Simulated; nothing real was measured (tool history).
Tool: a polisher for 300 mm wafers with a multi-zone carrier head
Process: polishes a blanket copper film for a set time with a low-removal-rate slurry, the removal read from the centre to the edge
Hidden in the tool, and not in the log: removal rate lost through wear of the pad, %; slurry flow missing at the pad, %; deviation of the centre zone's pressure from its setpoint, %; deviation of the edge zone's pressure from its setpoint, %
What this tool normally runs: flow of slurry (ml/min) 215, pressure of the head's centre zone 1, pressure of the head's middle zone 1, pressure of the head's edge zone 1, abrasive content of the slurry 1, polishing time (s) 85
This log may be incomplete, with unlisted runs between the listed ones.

| run | hour | flow of slurry (ml/min) | pressure of the head's centre zone | pressure of the head's middle zone | pressure of the head's edge zone | abrasive content of the slurry | polishing time (s) | wafers since the last listed run | wafers polished on this pad | hours since the slurry nozzle was cleaned | hours since the centre zone pressure was calibrated | hours since the edge zone pressure was calibrated | hours since the carrier head's membrane was replaced | incoming thickness of the incoming film, nm | film removed at the wafer's centre (angstrom) | film removed at mid-radius (angstrom) | film removed at the wafer's edge (angstrom) |
|---|---|---|---|---|---|---|---|---|---|---|---|---|---|---|---|---|---|
| 1 | 0 | 215 | 1 | 1 | 0.9 | 0.75 | 85 | 0 | 1731 | 3.7 | 198.3 | 79.9 | 1261 | 808.6 | 1709 | 1748 | 1748 |
| 2 | 50.4 | 215 | 1 | 1 | 1 | 1 | 85 | 537 | 2268 | 54.1 | 248.7 | 130.3 | 1311.4 | 816.3 | 1764 | 1868 | 1910 |
| 3 | 66.1 | 140 | 1 | 1 | 1 | 1 | 85 | 167 | 2436 | 69.8 | 264.4 | 146 | 1327.1 | 832.2 | 1668 | 1771 | 1799 |
|  | 83 | worn pad replaced by a new one |
| 4 | 91.4 | 245 | 1 | 1 | 1 | 1 | 85 | 227 | 89 | 95.1 | 289.7 | 171.3 | 1352.4 | 833.8 | 1750 | 1874 | 1940 |
| 5 | 119.6 | 215 | 1 | 1 | 1 | 1 | 85 | 300 | 389 | 123.3 | 317.9 | 199.5 | 1380.6 | 810.6 | 1712 | 1842 | 1857 |
| 6 | 155.1 | 215 | 1 | 0.89 | 0.93 | 1.1 | 108 | 378 | 768 | 158.8 | 353.4 | 235 | 1416.1 | 815.8 | 2226 | 2155 | 2361 |
| 7 | 168.3 | 215 | 1.1 | 0.91 | 1 | 1 | 85 | 140 | 909 | 172 | 366.6 | 248.2 | 1429.3 | 837.8 | 1849 | 1678 | 1916 |
| 8 | 186.4 | 215 | 1 | 1 | 0.96 | 1 | 85 | 192 | 1101 | 190.1 | 384.7 | 266.3 | 1447.4 | 831.2 | 1684 | 1827 | 1827 |
|  | 210.1 | centre zone pressure recalibrated |
| 9 | 219 | 215 | 1 | 1.04 | 1 | 1 | 85 | 326 | 1428 | 222.7 | 8.9 | 298.9 | 1480 | 833.9 | 1852 | 1904 | 1904 |
| 10 | 250.6 | 255 | 1 | 1.07 | 1.04 | 0.7 | 85 | 336 | 1765 | 254.3 | 40.5 | 330.5 | 1511.6 | 821.3 | 1729 | 1882 | 1845 |
| 11 | 285.4 | 215 | 1 | 1 | 1 | 1 | 85 | 370 | 2136 | 289.1 | 75.3 | 365.3 | 1546.4 | 813 | 1826 | 1824 | 1894 |
|  | 299.1 | carrier head's membrane replaced by a new one |
| 12 | 309.4 | 215 | 1.1 | 0.93 | 1 | 0.8 | 85 | 202 | 2338 | 313.1 | 99.3 | 389.3 | 10.3 | 829.4 | 1888 | 1660 | 1806 |
|  | 356.1 | worn pad replaced by a new one |
| 13 | 383.2 | 215 | 0.93 | 1 | 1 | 1 | 109 | 744 | 289 | 386.9 | 173.1 | 463.1 | 84.1 | 811.5 | 2088 | 2343 | 2395 |
| 14 | 457.2 | 215 | 1 | 1 | 1 | 0.8 | 76 | 788 | 1077 | 460.9 | 247.1 | 537.1 | 158.1 | 816.6 | 1476 | 1583 | 1627 |
| 15 | 487.4 | 215 | 1 | 1 | 1 | 1 | 85 | 321 | 1399 | 491.1 | 277.3 | 567.3 | 188.3 | 812.6 | 1705 | 1852 | 1884 |
| 16 | 503.7 | 215 | 1 | 1 | 1 | 1 | 85 | 173 | 1573 | 507.4 | 293.6 | 583.6 | 204.6 | 818.2 | 1700 | 1844 | 1881 |
| 17 | 527.5 | 215 | 1 | 1 | 1 | 1 | 85 | 253 | 1827 | 531.2 | 317.4 | 607.4 | 228.4 | 817.2 | 1676 | 1829 | 1820 |
| 18 | 554 | 160 | 1 | 1 | 1 | 1 | 85 | 282 | 2109 | 557.7 | 343.9 | 633.9 | 254.9 | 802.7 | 1621 | 1800 | 1878 |
|  | 563.3 | slurry nozzle cleaned |
| 19 | 589.4 | 155 | 1 | 1.03 | 0.92 | 0.75 | 85 | 366 | 2476 | 26.1 | 379.3 | 669.3 | 290.3 | 815.6 | 1521 | 1772 | 1693 |
|  | 605.3 | worn pad replaced by a new one |
| 20 | 605.8 | 215 | 1 | 1 | 1 | 1 | 100 | 132 | 4 | 42.5 | 395.7 | 685.7 | 306.7 | 815.7 | 1957 | 2168 | 2201 |

Here are 5 independent what-if runs from the current tool condition. What would each one return?
| A | 606.3 | 215 | 0.93 | 1 | 1 | 1 | 85 | 5 | 10 | 43 | 396.2 | 686.2 | 307.2 | 818.7 | ? | ? | ? |
| B | 606.3 | 150 | 1 | 1 | 1 | 0.85 | 104 | 5 | 10 | 43 | 396.2 | 686.2 | 307.2 | 818.7 | ? | ? | ? |
| C | 606.3 | 240 | 1 | 1 | 1 | 0.8 | 114 | 5 | 10 | 43 | 396.2 | 686.2 | 307.2 | 818.7 | ? | ? | ? |
| D | 606.3 | 215 | 1 | 0.92 | 1 | 1.2 | 85 | 5 | 10 | 43 | 396.2 | 686.2 | 307.2 | 818.7 | ? | ? | ? |
| E | 606.3 | 215 | 1 | 1 | 1 | 1.2 | 100 | 5 | 10 | 43 | 396.2 | 686.2 | 307.2 | 818.7 | ? | ? | ? |

| run | film removed at the wafer's centre (angstrom) | film removed at mid-radius (angstrom) | film removed at the wafer's edge (angstrom) |
|---|---|---|---|
| A | 1559 | 1840 | 1864 |
| B | 1915 | 2123 | 2167 |
| C | 2169 | 2393 | 2419 |
| D | 1722 | 1775 | 1930 |
| E | 2027 | 2239 | 2268 |
With no hidden state in the tool, these same runs would have given:
| run | film removed at the wafer's centre (angstrom) | film removed at mid-radius (angstrom) | film removed at the wafer's edge (angstrom) |
|---|---|---|---|
| A | 1736 | 1839 | 1864 |
| B | 2131 | 2121 | 2167 |
| C | 2414 | 2392 | 2419 |
| D | 1917 | 1774 | 1930 |
| E | 2256 | 2238 | 2268 |
